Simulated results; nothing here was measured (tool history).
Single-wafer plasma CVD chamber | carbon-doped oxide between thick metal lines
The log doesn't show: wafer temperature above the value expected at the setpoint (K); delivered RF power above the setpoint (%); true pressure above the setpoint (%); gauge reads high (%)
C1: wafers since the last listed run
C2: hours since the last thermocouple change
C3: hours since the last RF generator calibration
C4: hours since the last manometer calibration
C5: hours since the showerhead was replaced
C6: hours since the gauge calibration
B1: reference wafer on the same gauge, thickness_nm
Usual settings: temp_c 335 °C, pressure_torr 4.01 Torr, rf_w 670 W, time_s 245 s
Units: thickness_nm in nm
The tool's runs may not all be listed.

run 1 hour=0 | temp_c=335 pressure_torr=4.01 rf_w=570 time_s=228 | C1=0 C2=1658 C3=1387.1 C4=1220.4 C5=2988.9 C6=350.8 | B1=1552.14 | thickness_nm=1226.741
run 2 hour=21.9 | temp_c=335 pressure_torr=4.01 rf_w=670 time_s=215 | C1=160 C2=1679.9 C3=1409 C4=1242.3 C5=3010.8 C6=372.7 | B1=1548.45 | thickness_nm=1268.385
run 3 hour=54 | temp_c=335 pressure_torr=4.01 rf_w=670 time_s=215 | C1=235 C2=1712 C3=1441.1 C4=1274.4 C5=3042.9 C6=404.8 | B1=1547.544 | thickness_nm=1271.534
run 4 hour=68.1 | temp_c=335 pressure_torr=4.01 rf_w=670 time_s=215 | C1=103 C2=1726.1 C3=1455.2 C4=1288.5 C5=3057 C6=418.9 | B1=1550.486 | thickness_nm=1268.118
run 5 hour=103.3 | temp_c=335 pressure_torr=3.58 rf_w=670 time_s=207 | C1=257 C2=1761.3 C3=1490.4 C4=1323.7 C5=3092.2 C6=454.1 | B1=1547.652 | thickness_nm=1192.557
run 6 hour=132.1 | temp_c=335 pressure_torr=3.58 rf_w=670 time_s=207 | C1=210 C2=1790.1 C3=1519.2 C4=1352.5 C5=3121 C6=482.9 | B1=1550.607 | thickness_nm=1203.618
run 7 hour=157.9 | temp_c=335 pressure_torr=3.58 rf_w=670 time_s=207 | C1=188 C2=1815.9 C3=1545 C4=1378.3 C5=3146.8 C6=508.7 | B1=1549.775 | thickness_nm=1193.147
run 8 hour=180.6 | temp_c=335 pressure_torr=4.01 rf_w=670 time_s=245 | C1=166 C2=1838.6 C3=1567.7 C4=1401 C5=3169.5 C6=531.4 | B1=1550.345 | thickness_nm=1447.839
run 9 hour=197.9 | temp_c=335 pressure_torr=4.01 rf_w=670 time_s=245 | C1=126 C2=1855.9 C3=1585 C4=1418.3 C5=3186.8 C6=548.7 | B1=1551.006 | thickness_nm=1442.343
run 10 hour=230.3 | temp_c=335 pressure_torr=4.01 rf_w=670 time_s=260 | C1=237 C2=1888.3 C3=1617.4 C4=1450.7 C5=3219.2 C6=581.1 | B1=1550.668 | thickness_nm=1529.242
-- hour=242.3 thermocouple changed; heater temperature recalibrated
run 11 hour=255.8 | temp_c=335 pressure_torr=4.01 rf_w=670 time_s=260 | C1=128 C2=13.5 C3=1642.9 C4=1476.2 C5=3244.7 C6=606.6 | B1=1546.97 | thickness_nm=1524.089
-- hour=274 capacitance manometer re-zeroed and calibrated
run 12 hour=274.5 | temp_c=335 pressure_torr=4.01 rf_w=670 time_s=260 | C1=78 C2=32.2 C3=1661.6 C4=0.5 C5=3263.4 C6=625.3 | B1=1550.014 | thickness_nm=1531.135
-- hour=277.8 gauge calibrated
-- hour=294.3 RF generator calibrated
run 13 hour=300.8 | temp_c=345 pressure_torr=3.02 rf_w=600 time_s=245 | C1=134 C2=58.5 C3=6.5 C4=26.8 C5=3289.7 C6=23 | B1=1549.449 | thickness_nm=1305.637
-- hour=386.3 showerhead replaced
run 14 hour=386.8 | temp_c=335 pressure_torr=3.58 rf_w=670 time_s=207 | C1=571 C2=144.5 C3=92.5 C4=112.8 C5=0.5 C6=109 | B1=1551.193 | thickness_nm=1242.083
run 15 hour=404.8 | temp_c=324 pressure_torr=4.6 rf_w=615 time_s=221 | C1=131 C2=162.5 C3=110.5 C4=130.8 C5=18.5 C6=127 | B1=1551.252 | thickness_nm=1367.731
run 16 hour=420.9 | temp_c=335 pressure_torr=4.01 rf_w=670 time_s=245 | C1=117 C2=178.6 C3=126.6 C4=146.9 C5=34.6 C6=143.1 | B1=1550.023 | thickness_nm=1497.753
run 17 hour=455.9 | temp_c=335 pressure_torr=4.01 rf_w=670 time_s=245 | C1=256 C2=213.6 C3=161.6 C4=181.9 C5=69.6 C6=178.1 | B1=1548.809 | thickness_nm=1499.515
run 18 hour=470.9 | temp_c=335 pressure_torr=3.66 rf_w=670 time_s=245 | C1=109 C2=228.6 C3=176.6 C4=196.9 C5=84.6 C6=193.1 | B1=1548.25 | thickness_nm=1476.864
run 19 hour=494.9 | temp_c=343 pressure_torr=4.56 rf_w=595 time_s=267 | C1=175 C2=252.6 C3=200.6 C4=220.9 C5=108.6 C6=217.1 | B1=1548.714 | thickness_nm=1518.005
run 20 hour=519.4 | temp_c=335 pressure_torr=4.01 rf_w=670 time_s=212 | C1=179 C2=277.1 C3=225.1 C4=245.4 C5=133.1 C6=241.6 | B1=1549.591 | thickness_nm=1290.969
run 21 hour=555 | temp_c=335 pressure_torr=4.46 rf_w=740 time_s=245 | C1=260 C2=312.7 C3=260.7 C4=281 C5=168.7 C6=277.2 | B1=1548.355 | thickness_nm=1611.34
run 22 hour=589.4 | temp_c=330 pressure_torr=3.43 rf_w=615 time_s=282 | C1=251 C2=347.1 C3=295.1 C4=315.4 C5=203.1 C6=311.6 | B1=1549.411 | thickness_nm=1602.958
run 23 hour=610.3 | temp_c=335 pressure_torr=4.01 rf_w=670 time_s=260 | C1=153 C2=368 C3=316 C4=336.3 C5=224 C6=332.5 | B1=1551.347 | thickness_nm=1573.146
run 24 hour=642.3 | temp_c=344 pressure_torr=4.01 rf_w=670 time_s=245 | C1=234 C2=400 C3=348 C4=368.3 C5=256 C6=364.5 | B1=1547.382 | thickness_nm=1437.939
run 25 hour=663.6 | temp_c=335 pressure_torr=4.01 rf_w=670 time_s=245 | C1=156 C2=421.3 C3=369.3 C4=389.6 C5=277.3 C6=385.8 | B1=1550.692 | thickness_nm=1484.846

Hidden state at the last listed run before each entry between runs and at the first one after, where it differs:
Between runs 10 and 11: thermocouple changed; heater temperature recalibrated (hour 242.3)
  delivered RF power above the setpoint (%): -8.04 -> -8.06
  measured less the result without the state, thickness_nm: -77.425 -> -77.423 nm
Between runs 11 and 12: capacitance manometer re-zeroed and calibrated (hour 274)
  delivered RF power above the setpoint (%): -8.06 -> -8.08
  measured less the result without the state, thickness_nm: -77.423 -> -77.963 nm
Between runs 12 and 13: gauge calibrated (hour 277.8); RF generator calibrated (hour 294.3)
  delivered RF power above the setpoint (%): -8.08 -> -0.654
  measured less the result without the state, thickness_nm: -77.963 -> -5.111 nm
Between runs 13 and 14: showerhead replaced (hour 386.3)
  delivered RF power above the setpoint (%): -0.654 -> -1.74
  measured less the result without the state, thickness_nm: -5.111 -> -12.656 nm
